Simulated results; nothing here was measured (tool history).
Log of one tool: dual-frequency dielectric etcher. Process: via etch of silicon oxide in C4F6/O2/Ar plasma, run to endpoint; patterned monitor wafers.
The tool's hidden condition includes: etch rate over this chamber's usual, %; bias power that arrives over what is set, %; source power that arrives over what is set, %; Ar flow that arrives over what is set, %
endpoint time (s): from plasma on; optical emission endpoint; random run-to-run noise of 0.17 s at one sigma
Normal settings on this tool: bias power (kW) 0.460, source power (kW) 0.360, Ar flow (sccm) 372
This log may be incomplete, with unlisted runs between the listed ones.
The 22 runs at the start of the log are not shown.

| run | day | bias power (kW) | source power (kW) | Ar flow (sccm) | wafers since the last listed run | hours since the last wet clean | hours since the last bias power generator calibration | hours since the last source power generator calibration | hours since the last Ar flow controller change | hours since the last upper electrode change | incoming incoming film thickness, nm | endpoint time (s) |
|---|---|---|---|---|---|---|---|---|---|---|---|---|
| 23 | 10.954 | 0.460 | 0.360 | 372 | 75 | 109.0 | 85.6 | 4.2 | 126.8 | 82.6 | 84.9 | 20.2 |
| 24 | 11.317 | 0.537 | 0.390 | 306 | 178 | 117.7 | 94.3 | 12.9 | 135.5 | 91.3 | 85.9 | 18.5 |
| 25 | 11.633 | 0.460 | 0.360 | 372 | 155 | 125.3 | 101.9 | 20.5 | 143.1 | 98.9 | 85.9 | 20.5 |
| 26 | 12.000 | 0.460 | 0.360 | 372 | 180 | 134.1 | 110.7 | 29.3 | 151.9 | 107.7 | 85.3 | 20.5 |
| 27 | 12.288 | 0.387 | 0.410 | 372 | 141 | 141.0 | 117.6 | 36.2 | 158.8 | 114.6 | 86.2 | 20.5 |
| 28 | 12.792 | 0.460 | 0.360 | 372 | 247 | 153.1 | 129.7 | 48.3 | 170.9 | 126.7 | 85.6 | 20.6 |
| 29 | 14.938 | 0.415 | 0.380 | 310 | 1054 | 204.6 | 181.2 | 99.8 | 222.4 | 178.2 | 85.7 | 20.0 |
| 30 | 15.229 | 0.460 | 0.360 | 372 | 143 | 211.6 | 188.2 | 106.8 | 229.4 | 185.2 | 84.9 | 20.4 |

Branching from run 30: 3 alternative next runs. What would each branch give?
| A | 15.246 | 0.460 | 0.360 | 418 | 8 | 212.0 | 188.6 | 107.2 | 229.8 | 185.6 | 85.5 | ? |
| B | 15.246 | 0.353 | 0.400 | 437 | 8 | 212.0 | 188.6 | 107.2 | 229.8 | 185.6 | 85.5 | ? |
| C | 15.246 | 0.460 | 0.310 | 442 | 8 | 212.0 | 188.6 | 107.2 | 229.8 | 185.6 | 85.5 | ? |

| run | endpoint time (s) |
|---|---|
| A | 20.4 |
| B | 21.2 |
| C | 22.4 |
What these runs would have given with no unlogged condition in the tool:
| run | endpoint time (s) |
|---|---|
| A | 20.9 |
| B | 21.6 |
| C | 22.8 |
